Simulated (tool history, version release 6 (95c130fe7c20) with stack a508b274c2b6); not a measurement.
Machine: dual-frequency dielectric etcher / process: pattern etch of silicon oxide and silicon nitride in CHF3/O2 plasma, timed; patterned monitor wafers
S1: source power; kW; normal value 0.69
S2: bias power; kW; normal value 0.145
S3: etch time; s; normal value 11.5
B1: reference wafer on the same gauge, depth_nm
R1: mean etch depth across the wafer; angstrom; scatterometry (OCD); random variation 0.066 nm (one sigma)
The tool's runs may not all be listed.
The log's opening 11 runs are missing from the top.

run    hour    S1     S2    S3     B1     R1
      501.6  -- gauge calibrated
      521.1  -- source power generator calibrated
 12   524.3  0.54  0.145  12.5  17.71  161.2
      580.5  -- wet clean of the chamber
 13   588.4  0.64  0.116    10  17.82  131.1
 14   618.9  0.83  0.145    13  17.83  207.4
 15   654.3  0.69  0.155    10  17.86  149.6
 16   702.7  0.69  0.112  11.5  17.91  157.2
 17   755.1  0.53  0.165  10.5  17.96  140.9
      792.7  -- bias power generator calibrated
 18   793.8  0.69  0.145  11.5  17.98  167.8
 19     848  0.69  0.145  11.5  18.01  168.9
 20   885.4  0.69  0.174  11.5  18.08  179.7
 21   942.1  0.69  0.171  11.5  18.09  177.6
 22   986.1  0.69  0.145  11.5  18.12  169.4
 23  1030.2  0.82  0.169  12.5  18.11  208.5
     1069.6  -- wet clean of the chamber
 24  1161.4  0.54  0.159  10.5  18.16  142.6
 25  1231.3  0.69  0.167   9.5  18.19  146.2
 26  1277.1  0.52  0.134    14  18.23  178.9
 27  1329.1  0.69  0.145    13  18.24  194.9
 28  1376.1  0.77  0.171    14  18.26  230.6
 29  1434.8  0.69  0.145  11.5  18.25  171.8
     1485.6  -- wet clean of the chamber
 30  1496.6  0.69  0.145  11.5  18.29  171.7

Forecast each of these 3 alternatives for the next run:
  A  1497  0.69  0.145  11.5   ?   ?
  B  1497  0.69  0.145  13.5   ?   ?
  C  1497  0.61  0.168  11.5   ?   ?

run     B1     R1
  A  18.28  171.4
  B  18.28  201.2
  C  18.28  168.8
What these runs would have given with no unlogged condition in the tool:
run     R1
  A  165.1
  B  193.8
  C  162.6

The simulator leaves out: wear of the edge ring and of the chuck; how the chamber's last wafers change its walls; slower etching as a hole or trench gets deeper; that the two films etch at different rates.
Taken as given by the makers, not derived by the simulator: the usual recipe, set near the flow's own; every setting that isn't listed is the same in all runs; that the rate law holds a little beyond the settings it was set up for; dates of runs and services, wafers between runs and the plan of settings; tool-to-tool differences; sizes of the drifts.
